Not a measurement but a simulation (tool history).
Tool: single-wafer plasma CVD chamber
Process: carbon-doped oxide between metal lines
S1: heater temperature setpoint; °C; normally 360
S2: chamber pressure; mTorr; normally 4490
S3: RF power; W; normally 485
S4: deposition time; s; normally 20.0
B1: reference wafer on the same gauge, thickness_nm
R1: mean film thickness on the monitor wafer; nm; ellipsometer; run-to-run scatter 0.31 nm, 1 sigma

run,day,S1,S2,S3,S4,B1,R1
1,0.000,360,4490,485,20.0,104.796,92.882
2,3.700,360,4490,485,20.0,104.736,92.666
3,5.875,360,4490,485,20.0,104.684,92.375
4,7.754,360,4490,485,20.0,104.755,92.070
5,10.533,360,4490,485,20.0,104.799,91.985
6,12.279,360,4490,485,20.0,104.815,91.644
7,16.379,360,4490,485,20.0,104.783,91.601
8,18.412,360,3610,485,20.0,104.818,89.397
9,20.079,360,3610,485,20.0,104.806,89.316
# day 22.150: gauge calibrated
# day 23.233: thermocouple changed; heater temperature recalibrated
10,23.642,360,4490,485,20.0,104.865,91.884
11,25.738,360,4490,485,20.0,104.773,91.668
12,29.171,360,4250,485,20.0,104.882,90.749
# day 31.788: RF generator calibrated
# day 31.992: capacitance manometer re-zeroed and calibrated
13,36.946,360,4490,575,20.0,104.896,101.201
14,38.479,360,4490,530,20.0,104.886,97.614
15,41.633,355,5170,395,22.5,104.809,96.282
16,43.783,360,4490,485,20.0,104.824,92.690
17,46.633,355,4490,410,20.0,104.778,85.657
18,50.038,355,4490,485,20.0,104.778,94.125
19,52.904,350,4190,395,20.0,104.824,84.707
20,56.067,371,4820,445,18.6,104.858,80.458
21,59.483,360,4490,575,20.0,104.761,99.790
22,63.021,356,4490,530,20.0,104.847,96.580
# day 63.404: showerhead replaced
23,65.967,372,4490,430,20.0,104.765,82.265
24,69.379,374,4490,485,20.0,104.863,87.555
25,71.996,360,4250,485,20.0,104.812,89.954
26,73.929,372,4490,430,20.0,104.922,81.009
# day 78.025: RF generator calibrated
27,81.517,360,4490,485,20.0,104.857,92.848
28,85.617,360,3990,420,22.1,104.875,93.451
29,87.150,360,4490,485,20.0,104.768,91.894

What was the tool's hidden state at every run in the log?
true pressure above the setpoint (%): 0 on each run
gauge reads high (%): 0 on each run
H1: wafer temperature above the value expected at the setpoint (K)
H2: delivered RF power above the setpoint (%)
run,H1,H2
1,2.98,-0.569
2,3.31,-0.909
3,3.51,-1.15
4,3.68,-1.38
5,3.94,-1.76
6,4.1,-2.02
7,4.47,-2.7
8,4.66,-3.08
9,4.81,-3.41
10,-0.0387,-4.17
11,0.152,-4.65
12,0.465,-5.49
13,1.17,-0.302
14,1.31,-0.357
15,1.6,-0.514
16,1.8,-0.656
17,2.06,-0.887
18,2.37,-1.23
19,2.63,-1.57
20,2.92,-2
21,3.23,-2.54
22,3.55,-3.17
23,3.82,-3.75
24,4.13,-4.49
25,4.37,-5.1
26,4.54,-5.58
27,5.23,-0.597
28,5.61,-0.734
29,5.75,-0.811

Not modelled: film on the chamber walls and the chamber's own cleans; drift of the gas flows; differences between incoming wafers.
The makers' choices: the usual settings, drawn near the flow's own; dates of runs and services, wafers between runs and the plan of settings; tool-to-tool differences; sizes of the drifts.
